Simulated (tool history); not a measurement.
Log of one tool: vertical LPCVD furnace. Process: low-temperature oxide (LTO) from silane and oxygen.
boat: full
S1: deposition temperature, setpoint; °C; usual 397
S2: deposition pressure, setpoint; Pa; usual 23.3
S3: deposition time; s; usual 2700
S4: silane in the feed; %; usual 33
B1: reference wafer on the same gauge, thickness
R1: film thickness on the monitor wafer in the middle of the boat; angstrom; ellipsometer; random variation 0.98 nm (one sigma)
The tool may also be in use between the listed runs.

run 1 day=0 | S1=397 S2=22 S3=3360 S4=33 | B1=231.08 | R1=3021.2
run 2 day=2.554 | S1=397 S2=19.3 S3=2700 S4=33 | B1=230.73 | R1=2126
run 3 day=4.45 | S1=397 S2=19.3 S3=2700 S4=33 | B1=230.73 | R1=2139.1
run 4 day=8.85 | S1=397 S2=19.3 S3=2700 S4=33 | B1=231.23 | R1=2148.7
-- day=18.033 silane flow controller replaced
-- day=18.817 gauge calibrated
run 5 day=20.908 | S1=397 S2=23.3 S3=2700 S4=33 | B1=231.07 | R1=2688.8
run 6 day=22.908 | S1=397 S2=23.3 S3=2700 S4=33 | B1=231.02 | R1=2670.7
run 7 day=25.162 | S1=397 S2=23.3 S3=2700 S4=33 | B1=231.09 | R1=2666.8
run 8 day=27.504 | S1=397 S2=23.3 S3=3240 S4=33 | B1=231.02 | R1=3221.5
-- day=28.85 thermocouples replaced and temperature profile calibrated
run 9 day=29.242 | S1=397 S2=23.3 S3=3240 S4=33 | B1=230.72 | R1=3060.9
run 10 day=33.483 | S1=397 S2=23.3 S3=3240 S4=33 | B1=231.22 | R1=3050.2
-- day=36.521 pressure gauge zeroed
run 11 day=36.542 | S1=397 S2=23.3 S3=2700 S4=33 | B1=230.83 | R1=2555.2
run 12 day=38.288 | S1=397 S2=23.3 S3=2700 S4=33 | B1=231.09 | R1=2563.9
run 13 day=42.254 | S1=397 S2=23.3 S3=2700 S4=33 | B1=230.91 | R1=2554.7
run 14 day=46.35 | S1=403 S2=23.3 S3=2700 S4=29 | B1=230.87 | R1=2273.9
run 15 day=57.858 | S1=397 S2=23.3 S3=2700 S4=33 | B1=231.07 | R1=2541.3
run 16 day=61.562 | S1=397 S2=23.3 S3=2220 S4=33 | B1=231.15 | R1=2102
run 17 day=63.95 | S1=397 S2=23.3 S3=2700 S4=37 | B1=231.08 | R1=2978
run 18 day=67.971 | S1=403 S2=23.3 S3=2700 S4=29 | B1=231.02 | R1=2267.9
run 19 day=72.238 | S1=391 S2=23.3 S3=3090 S4=30 | B1=231.15 | R1=2361.6
run 20 day=75.408 | S1=397 S2=20 S3=2700 S4=33 | B1=230.95 | R1=2182.5
run 21 day=78.704 | S1=392 S2=23.3 S3=3720 S4=39 | B1=231.1 | R1=4164.2
run 22 day=82.692 | S1=392 S2=20.7 S3=2700 S4=36 | B1=230.95 | R1=2397.5
run 23 day=85.496 | S1=397 S2=23.3 S3=2700 S4=33 | B1=230.99 | R1=2543.7
run 24 day=87.188 | S1=397 S2=23.3 S3=2010 S4=39 | B1=230.8 | R1=2378.6
run 25 day=88.971 | S1=397 S2=23.3 S3=3300 S4=29 | B1=231.11 | R1=2602
run 26 day=91.808 | S1=397 S2=23.3 S3=2280 S4=30 | B1=230.68 | R1=1875.4
run 27 day=96.108 | S1=408 S2=26.7 S3=2220 S4=33 | B1=230.7 | R1=2729.4
run 28 day=98.983 | S1=397 S2=23.3 S3=2700 S4=33 | B1=231.06 | R1=2573.8
run 29 day=101.596 | S1=397 S2=26 S3=2700 S4=35 | B1=230.82 | R1=3108.4
run 30 day=104.046 | S1=387 S2=26.7 S3=2700 S4=33 | B1=230.85 | R1=2602.7
run 31 day=106.654 | S1=393 S2=23.3 S3=1800 S4=40 | B1=231.16 | R1=2108.4
-- day=107.679 silane flow controller replaced
run 32 day=109.367 | S1=385 S2=23.3 S3=2700 S4=38 | B1=231.14 | R1=2735.5

Some steps in R1 between neighbouring runs. How much of each would the tool show without its hidden state too (settings, what came in, random variation), and how much is left for the hidden state, with any gauge scatter that isn't in both results?
The hidden state here: true tube temperature minus thermocouple reading, K; true pressure minus gauge reading, mTorr; deviation of the silane flow from its setpoint, %; gauge reads high (%).
Run 1 -> 2: S2 22 -> 19.3, S3 3360 -> 2700. R1 -895.2 angstrom: hidden state -13.3, all else -881.9.
Run 4 -> 5: S2 19.3 -> 23.3, silane flow controller replaced, gauge calibrated. R1 +540.1 angstrom: hidden state +101.9, all else +438.2.
Run 8 -> 9: thermocouples replaced and temperature profile calibrated. R1 -160.6 angstrom: hidden state -170.1, all else +9.5.
Run 20 -> 21: S1 397 -> 392, S2 20 -> 23.3, S3 2700 -> 3720, S4 33 -> 39. R1 +1981.7 angstrom: hidden state +17.1, all else +1964.6.
Run 21 -> 22: S2 23.3 -> 20.7, S3 3720 -> 2700, S4 39 -> 36. R1 -1766.7 angstrom: hidden state -12.4, all else -1754.3.
Run 31 -> 32: S1 393 -> 385, S3 1800 -> 2700, S4 40 -> 38, silane flow controller replaced. R1 +627.1 angstrom: hidden state +50, all else +577.1.

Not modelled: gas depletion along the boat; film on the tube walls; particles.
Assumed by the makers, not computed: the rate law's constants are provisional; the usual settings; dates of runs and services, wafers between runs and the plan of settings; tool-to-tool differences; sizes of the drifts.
